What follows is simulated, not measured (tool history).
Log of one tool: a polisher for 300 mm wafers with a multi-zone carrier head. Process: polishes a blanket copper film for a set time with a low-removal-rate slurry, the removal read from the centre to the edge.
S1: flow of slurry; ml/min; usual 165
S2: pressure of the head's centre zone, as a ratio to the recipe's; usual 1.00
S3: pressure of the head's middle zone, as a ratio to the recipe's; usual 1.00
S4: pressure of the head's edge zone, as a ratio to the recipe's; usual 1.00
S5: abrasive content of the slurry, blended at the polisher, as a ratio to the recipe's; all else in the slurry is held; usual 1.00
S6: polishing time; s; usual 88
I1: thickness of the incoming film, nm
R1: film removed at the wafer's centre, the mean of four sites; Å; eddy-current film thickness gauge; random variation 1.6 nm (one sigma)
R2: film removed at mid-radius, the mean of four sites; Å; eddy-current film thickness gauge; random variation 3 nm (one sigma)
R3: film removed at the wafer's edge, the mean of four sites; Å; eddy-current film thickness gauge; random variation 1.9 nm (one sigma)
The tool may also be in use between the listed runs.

Run 1, day 0.000: usual settings but S2 0.97, S6 72 s; I1 677.8. Result: R1 1823 Å, R2 1909 Å, R3 1857 Å.
Run 2, day 0.838: usual settings; I1 676.6. Result: R1 2270 Å, R2 2286 Å, R3 2244 Å.
Run 3, day 1.562: usual settings; I1 683.0. Result: R1 2270 Å, R2 2207 Å, R3 2226 Å.
Run 4, day 2.117: usual settings; I1 683.2. Result: R1 2274 Å, R2 2279 Å, R3 2160 Å.
Run 5, day 2.992: usual settings but S6 77 s; I1 677.5. Result: R1 1969 Å, R2 1935 Å, R3 1927 Å.
At day 3.592: carrier head's membrane replaced by a new one.
At day 3.954: edge zone pressure recalibrated.
Run 6, day 4.133: usual settings but S6 77 s; I1 692.4. Result: R1 1957 Å, R2 1979 Å, R3 1916 Å.
Run 7, day 5.258: usual settings; I1 677.0. Result: R1 2219 Å, R2 2187 Å, R3 2138 Å.
At day 5.488: worn pad replaced by a new one.
Run 8, day 6.592: usual settings but S1 215 ml/min, S2 0.90, S3 0.97; I1 676.0. Result: R1 2113 Å, R2 2223 Å, R3 2267 Å.
Run 9, day 7.938: usual settings but S6 76 s; I1 677.8. Result: R1 1957 Å, R2 1928 Å, R3 1859 Å.
Run 10, day 8.958: usual settings but S6 77 s; I1 681.5. Result: R1 1969 Å, R2 1960 Å, R3 1908 Å.
Run 11, day 9.983: usual settings but S3 0.93, S4 0.95, S5 1.25, S6 110 s; I1 679.3. Result: R1 2899 Å, R2 2670 Å, R3 2742 Å.
Run 12, day 11.346: usual settings; I1 685.4. Result: R1 2186 Å, R2 2176 Å, R3 2146 Å.
At day 11.608: worn pad replaced by a new one.
Run 13, day 12.721: usual settings but S1 195 ml/min, S5 0.85, S6 118 s; I1 686.5. Result: R1 3050 Å, R2 2991 Å, R3 2965 Å.
Run 14, day 13.808: usual settings but S3 1.12, S4 0.92, S5 1.10, S6 59 s; I1 673.1. Result: R1 1539 Å, R2 1709 Å, R3 1447 Å.
At day 14.442: centre zone pressure recalibrated.
Run 15, day 14.833: usual settings but S1 200 ml/min, S2 0.95, S3 0.93, S4 0.95; I1 674.5. Result: R1 2217 Å, R2 2146 Å, R3 2131 Å.
Run 16, day 15.629: usual settings but S1 130 ml/min, S2 0.92, S4 1.10, S6 113 s; I1 675.4. Result: R1 2523 Å, R2 2717 Å, R3 2845 Å.
Run 17, day 17.029: usual settings but S3 1.11, S6 102 s; I1 688.4. Result: R1 2564 Å, R2 2765 Å, R3 2493 Å.
At day 18.267: worn pad replaced by a new one.
Run 18, day 18.288: usual settings; I1 694.8. Result: R1 2260 Å, R2 2274 Å, R3 2250 Å.
Run 19, day 18.800: usual settings but S1 190 ml/min, S5 0.75, S6 110 s; I1 676.0. Result: R1 2793 Å, R2 2793 Å, R3 2702 Å.
Run 20, day 19.754: usual settings; I1 684.7. Result: R1 2281 Å, R2 2244 Å, R3 2215 Å.
Run 21, day 20.804: usual settings but S2 0.95, S3 0.92; I1 687.2. Result: R1 2157 Å, R2 2136 Å, R3 2187 Å.

4 ways to go on from here, each from the tool as it stands after run 21. What would each give?
Run A, day 20.825: usual settings; I1 683.5. Result: R1 ?, R2 ?, R3 ?.
Run B, day 20.825: usual settings but S1 130 ml/min, S4 0.88, S5 0.70, S6 103 s; I1 683.5. Result: R1 ?, R2 ?, R3 ?.
Run C, day 20.825: usual settings but S3 0.93, S4 1.05; I1 683.5. Result: R1 ?, R2 ?, R3 ?.
Run D, day 20.825: usual settings but S6 101 s; I1 683.5. Result: R1 ?, R2 ?, R3 ?.

run    R1    R2    R3
  A  2268  2258  2212
  B  2413  2413  2250
  C  2267  2124  2268
  D  2604  2591  2539
Without the tool's hidden state the same runs would have given:
run    R1    R2    R3
  A  2302  2292  2245
  B  2449  2449  2283
  C  2301  2156  2302
  D  2643  2630  2577
